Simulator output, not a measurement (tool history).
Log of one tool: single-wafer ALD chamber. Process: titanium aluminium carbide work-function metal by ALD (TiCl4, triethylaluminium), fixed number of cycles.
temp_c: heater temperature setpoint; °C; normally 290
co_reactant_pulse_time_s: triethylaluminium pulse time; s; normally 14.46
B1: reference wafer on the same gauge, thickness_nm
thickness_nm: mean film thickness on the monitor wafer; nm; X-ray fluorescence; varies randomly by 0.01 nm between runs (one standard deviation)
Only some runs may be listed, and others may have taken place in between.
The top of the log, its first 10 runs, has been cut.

{"run": 11, "hour": 372.8, "temp_c": 290, "co_reactant_pulse_time_s": 14.46, "B1": 1.501, "thickness_nm": 1.801}
{"run": 12, "hour": 391.9, "temp_c": 290, "co_reactant_pulse_time_s": 14.46, "B1": 1.498, "thickness_nm": 1.776}
{"run": 13, "hour": 422.2, "temp_c": 295, "co_reactant_pulse_time_s": 18.86, "B1": 1.5, "thickness_nm": 1.839}
{"run": 14, "hour": 452.1, "temp_c": 276, "co_reactant_pulse_time_s": 12.21, "B1": 1.499, "thickness_nm": 1.64}
{"hour": 475.9, "done": "showerhead replaced"}
{"run": 15, "hour": 476.4, "temp_c": 280, "co_reactant_pulse_time_s": 9.18, "B1": 1.5, "thickness_nm": 1.595}
{"run": 16, "hour": 487.7, "temp_c": 290, "co_reactant_pulse_time_s": 14.46, "B1": 1.502, "thickness_nm": 1.783}
{"run": 17, "hour": 516.1, "temp_c": 290, "co_reactant_pulse_time_s": 19.79, "B1": 1.502, "thickness_nm": 1.787}
{"run": 18, "hour": 544.8, "temp_c": 299, "co_reactant_pulse_time_s": 10.31, "B1": 1.5, "thickness_nm": 1.81}
{"run": 19, "hour": 564.9, "temp_c": 290, "co_reactant_pulse_time_s": 14.46, "B1": 1.498, "thickness_nm": 1.784}
{"run": 20, "hour": 594.8, "temp_c": 295, "co_reactant_pulse_time_s": 8.75, "B1": 1.501, "thickness_nm": 1.685}
{"hour": 686.8, "done": "thermocouple changed; heater temperature recalibrated"}
{"run": 21, "hour": 687.3, "temp_c": 301, "co_reactant_pulse_time_s": 14.46, "B1": 1.502, "thickness_nm": 1.879}
{"run": 22, "hour": 695.2, "temp_c": 290, "co_reactant_pulse_time_s": 12.46, "B1": 1.501, "thickness_nm": 1.799}
{"run": 23, "hour": 707.7, "temp_c": 280, "co_reactant_pulse_time_s": 14.46, "B1": 1.5, "thickness_nm": 1.71}
{"run": 24, "hour": 725.7, "temp_c": 290, "co_reactant_pulse_time_s": 14.46, "B1": 1.499, "thickness_nm": 1.788}
{"hour": 750.3, "done": "triethylaluminium bottle replaced"}
{"run": 25, "hour": 750.8, "temp_c": 283, "co_reactant_pulse_time_s": 11.1, "B1": 1.501, "thickness_nm": 1.687}
{"run": 26, "hour": 773.7, "temp_c": 302, "co_reactant_pulse_time_s": 15.95, "B1": 1.501, "thickness_nm": 1.903}
{"run": 27, "hour": 787.5, "temp_c": 290, "co_reactant_pulse_time_s": 10.74, "B1": 1.502, "thickness_nm": 1.747}
{"run": 28, "hour": 808.4, "temp_c": 290, "co_reactant_pulse_time_s": 14.46, "B1": 1.5, "thickness_nm": 1.78}
{"run": 29, "hour": 830.3, "temp_c": 290, "co_reactant_pulse_time_s": 14.46, "B1": 1.503, "thickness_nm": 1.794}
{"run": 30, "hour": 860.5, "temp_c": 302, "co_reactant_pulse_time_s": 9.37, "B1": 1.5, "thickness_nm": 1.784}
{"run": 31, "hour": 893.3, "temp_c": 290, "co_reactant_pulse_time_s": 14.46, "B1": 1.499, "thickness_nm": 1.805}
{"run": 32, "hour": 920.0, "temp_c": 302, "co_reactant_pulse_time_s": 14.46, "B1": 1.501, "thickness_nm": 1.912}

Alternative continuations, all from the tool just after run 32; predict every row:
{"run": "A", "hour": 920.4, "temp_c": 277, "co_reactant_pulse_time_s": 14.46, "B1": "?", "thickness_nm": "?"}
{"run": "B", "hour": 920.4, "temp_c": 300, "co_reactant_pulse_time_s": 16.4, "B1": "?", "thickness_nm": "?"}
{"run": "C", "hour": 920.4, "temp_c": 302, "co_reactant_pulse_time_s": 11.32, "B1": "?", "thickness_nm": "?"}
{"run": "D", "hour": 920.4, "temp_c": 285, "co_reactant_pulse_time_s": 18.93, "B1": "?", "thickness_nm": "?"}
{"run": "E", "hour": 920.4, "temp_c": 285, "co_reactant_pulse_time_s": 14.46, "B1": "?", "thickness_nm": "?"}

run=A B1=1.499 thickness_nm=1.681
run=B B1=1.499 thickness_nm=1.901
run=C B1=1.499 thickness_nm=1.872
run=D B1=1.499 thickness_nm=1.765
run=E B1=1.499 thickness_nm=1.754
Without the tool's unlogged condition, the same runs would have read:
run=A thickness_nm=1.681
run=B thickness_nm=1.901
run=C thickness_nm=1.872
run=D thickness_nm=1.765
run=E thickness_nm=1.754

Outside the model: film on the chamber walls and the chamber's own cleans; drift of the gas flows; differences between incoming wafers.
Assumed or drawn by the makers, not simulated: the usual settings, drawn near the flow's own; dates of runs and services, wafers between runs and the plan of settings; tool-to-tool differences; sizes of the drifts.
